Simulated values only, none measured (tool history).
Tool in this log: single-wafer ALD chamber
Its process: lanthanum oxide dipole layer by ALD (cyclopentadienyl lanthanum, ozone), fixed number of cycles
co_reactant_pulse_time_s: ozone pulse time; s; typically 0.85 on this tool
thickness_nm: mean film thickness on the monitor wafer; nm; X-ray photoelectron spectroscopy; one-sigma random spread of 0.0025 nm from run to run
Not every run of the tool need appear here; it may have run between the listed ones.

run,hour,co_reactant_pulse_time_s,wafers since the last listed run,hours since the last thermocouple change,hours since the last ozone generator service,hours since the showerhead was replaced,hours since the gauge calibration,"read-back reference wafer on the same gauge, thickness_nm",thickness_nm
1,0.0,0.85,0,948.0,1165.0,4338.6,297.2,0.574,0.411
2,10.3,0.85,171,958.3,1175.3,4348.9,307.5,0.574,0.413
3,25.2,0.85,247,973.2,1190.2,4363.8,322.4,0.573,0.413
4,40.2,1.10,249,988.2,1205.2,4378.8,337.4,0.572,0.460
5,47.7,1.10,124,995.7,1212.7,4386.3,344.9,0.572,0.459
6,53.7,0.61,99,1001.7,1218.7,4392.3,350.9,0.573,0.350
7,71.4,0.93,294,1019.4,1236.4,4410.0,368.6,0.573,0.428
8,79.6,0.93,136,1027.6,1244.6,4418.2,376.8,0.572,0.427
9,128.1,0.94,806,1076.1,1293.1,4466.7,425.3,0.572,0.430
# hour 136.2: gauge calibrated
10,141.3,0.94,219,1089.3,1306.3,4479.9,5.1,0.572,0.427
11,148.6,1.00,121,1096.6,1313.6,4487.2,12.4,0.573,0.439
# hour 162.9: ozone generator serviced
12,163.3,0.85,111,1111.3,0.4,4501.9,27.1,0.572,0.489
13,172.4,0.85,151,1120.4,9.5,4511.0,36.2,0.573,0.488
14,182.3,0.85,164,1130.3,19.4,4520.9,46.1,0.573,0.484
15,191.0,0.85,144,1139.0,28.1,4529.6,54.8,0.573,0.485
16,205.2,0.85,236,1153.2,42.3,4543.8,69.0,0.572,0.481
# hour 225.7: thermocouple changed; heater temperature recalibrated
17,226.2,1.05,216,0.5,63.3,4564.8,90.0,0.573,0.517
18,234.8,0.85,143,9.1,71.9,4573.4,98.6,0.573,0.477
19,247.3,0.57,207,21.6,84.4,4585.9,111.1,0.572,0.405
20,255.7,0.73,139,30.0,92.8,4594.3,119.5,0.573,0.452
21,265.4,0.85,161,39.7,102.5,4604.0,129.2,0.573,0.477
22,275.0,0.85,159,49.3,112.1,4613.6,138.8,0.573,0.478
# hour 285.0: showerhead replaced
23,285.5,0.75,41,59.8,122.6,0.5,149.3,0.572,0.454
24,295.0,1.12,158,69.3,132.1,10.0,158.8,0.573,0.515
25,304.8,0.68,163,79.1,141.9,19.8,168.6,0.572,0.434
26,316.0,0.85,186,90.3,153.1,31.0,179.8,0.573,0.472
27,337.1,0.85,351,111.4,174.2,52.1,200.9,0.573,0.468
28,353.2,1.01,267,127.5,190.3,68.2,217.0,0.573,0.491
29,359.4,1.03,103,133.7,196.5,74.4,223.2,0.573,0.497
30,367.8,0.71,139,142.1,204.9,82.8,231.6,0.572,0.431
31,384.6,0.95,279,158.9,221.7,99.6,248.4,0.573,0.484

Difference, measured minus no-hidden-state, one row per run. Run-to-run variation is common to both terms; the gauge's own scatter need not be:
Hidden conditions of the tool in this case: wafer temperature above the value expected at the setpoint (K); ozone dose above that of a generator just serviced (%); gauge reads high (%).
run,thickness_nm
1,-0.080
2,-0.081
3,-0.080
4,-0.071
5,-0.071
6,-0.087
7,-0.079
8,-0.078
9,-0.079
10,-0.078
11,-0.076
12,-0.001
13,-0.003
14,-0.004
15,-0.005
16,-0.006
17,-0.008
18,-0.011
19,-0.014
20,-0.014
21,-0.014
22,-0.015
23,-0.018
24,-0.014
25,-0.021
26,-0.020
27,-0.023
28,-0.022
29,-0.022
30,-0.028
31,-0.026
